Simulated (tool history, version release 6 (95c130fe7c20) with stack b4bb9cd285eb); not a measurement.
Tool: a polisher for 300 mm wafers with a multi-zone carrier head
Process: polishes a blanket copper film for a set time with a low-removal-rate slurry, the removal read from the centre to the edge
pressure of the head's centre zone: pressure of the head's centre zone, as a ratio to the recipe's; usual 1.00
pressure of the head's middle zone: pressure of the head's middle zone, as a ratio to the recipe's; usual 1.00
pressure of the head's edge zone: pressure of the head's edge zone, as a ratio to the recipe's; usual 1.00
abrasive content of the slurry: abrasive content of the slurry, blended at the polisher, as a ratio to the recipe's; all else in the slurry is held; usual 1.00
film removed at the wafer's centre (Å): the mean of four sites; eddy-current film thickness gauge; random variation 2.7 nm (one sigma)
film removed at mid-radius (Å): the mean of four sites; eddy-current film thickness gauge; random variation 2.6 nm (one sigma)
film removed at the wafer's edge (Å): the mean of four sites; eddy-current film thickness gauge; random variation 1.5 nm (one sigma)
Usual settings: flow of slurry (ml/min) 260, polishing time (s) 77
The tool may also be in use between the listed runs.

run,day,flow of slurry (ml/min),pressure of the head's centre zone,pressure of the head's middle zone,pressure of the head's edge zone,abrasive content of the slurry,polishing time (s),wafers since the last listed run,wafers polished on this pad,hours since the slurry nozzle was cleaned,hours since the centre zone pressure was calibrated,hours since the edge zone pressure was calibrated,hours since the carrier head's membrane was replaced,"incoming thickness of the incoming film, nm",film removed at the wafer's centre (Å),film removed at mid-radius (Å),film removed at the wafer's edge (Å)
1,0.000,260,1.00,1.00,1.00,1.00,77,0,346,291.2,80.6,139.0,332.5,613.8,1837,1876,1871
2,3.142,260,1.00,1.00,1.00,1.00,77,691,1038,366.6,156.0,214.4,407.9,612.9,1819,1866,1863
3,6.229,260,1.00,1.00,1.00,1.00,77,680,1718,440.7,230.1,288.5,482.0,609.5,1877,1834,1876
4,9.479,260,1.00,1.00,1.00,1.00,77,715,2434,518.7,308.1,366.5,560.0,610.9,1860,1821,1871
# day 9.883: worn pad replaced by a new one
5,13.862,260,1.00,1.00,1.00,1.00,77,928,876,623.9,413.3,471.7,665.2,608.7,1872,1848,1855
6,15.788,260,1.00,1.00,1.00,1.00,77,424,1300,670.1,459.5,517.9,711.4,610.1,2026,1884,1867
7,18.154,260,1.00,1.00,1.00,1.00,77,521,1821,726.9,516.3,574.7,768.2,604.8,1969,1835,1830
# day 19.192: carrier head's membrane replaced by a new one
# day 20.062: worn pad replaced by a new one
# day 20.308: centre zone pressure recalibrated
# day 21.333: slurry nozzle cleaned
8,24.112,260,1.00,1.00,1.00,1.00,77,1202,864,66.7,91.3,717.7,118.1,601.8,1826,1843,1862
9,26.200,260,1.12,1.00,1.00,1.25,56,459,1324,116.8,141.4,767.8,168.2,607.0,1505,1391,1402
# day 28.954: edge zone pressure recalibrated
10,30.212,315,0.90,0.88,0.91,1.00,77,865,2190,213.1,237.7,30.2,264.5,616.8,1621,1711,1815
# day 31.138: worn pad replaced by a new one
11,32.967,235,1.00,1.05,0.95,1.00,77,569,403,279.2,303.8,96.3,330.6,606.8,1878,1928,1797
12,37.096,260,1.00,0.95,1.00,1.00,66,909,1312,378.3,402.9,195.4,429.7,610.8,1586,1529,1590
13,39.646,335,1.06,1.00,1.00,1.20,60,561,1874,439.5,464.1,256.6,490.9,617.6,1691,1518,1531
# day 41.217: worn pad replaced by a new one
14,42.267,190,1.00,1.00,1.09,1.00,77,540,231,502.4,527.0,319.5,553.8,601.8,1890,1789,1890
# day 44.721: centre zone pressure recalibrated
15,45.075,260,1.00,0.95,1.00,1.00,66,600,831,569.8,8.5,386.9,621.2,617.1,1563,1545,1585
# day 46.342: carrier head's membrane replaced by a new one
16,47.858,260,0.95,1.00,1.07,1.00,77,567,1398,636.6,75.3,453.7,36.4,603.6,1773,1850,1935
17,50.150,260,0.90,1.00,1.12,1.00,77,504,1903,691.6,130.3,508.7,91.4,602.2,1654,1860,1947

Hidden state or all else? Some run-to-run changes of film removed at the wafer's centre (Å), split into what the settings, what came in and random variation would give without the hidden state, and what is left for the hidden state (with any gauge scatter that isn't in both results):
The hidden state here: removal rate lost through wear of the pad, %; slurry flow missing at the pad, %; deviation of the centre zone's pressure from its setpoint, %; deviation of the edge zone's pressure from its setpoint, %.
Run 7 -> 8: carrier head's membrane replaced by a new one, worn pad replaced by a new one, centre zone pressure recalibrated, slurry nozzle cleaned. film removed at the wafer's centre (Å) -143: hidden state -199, all else +56.
Run 14 -> 15: flow of slurry (ml/min) 190 -> 260, pressure of the head's middle zone 1.00 -> 0.95, pressure of the head's edge zone 1.09 -> 1.00, polishing time (s) 77 -> 66, centre zone pressure recalibrated. film removed at the wafer's centre (Å) -327: hidden state -120, all else -207.
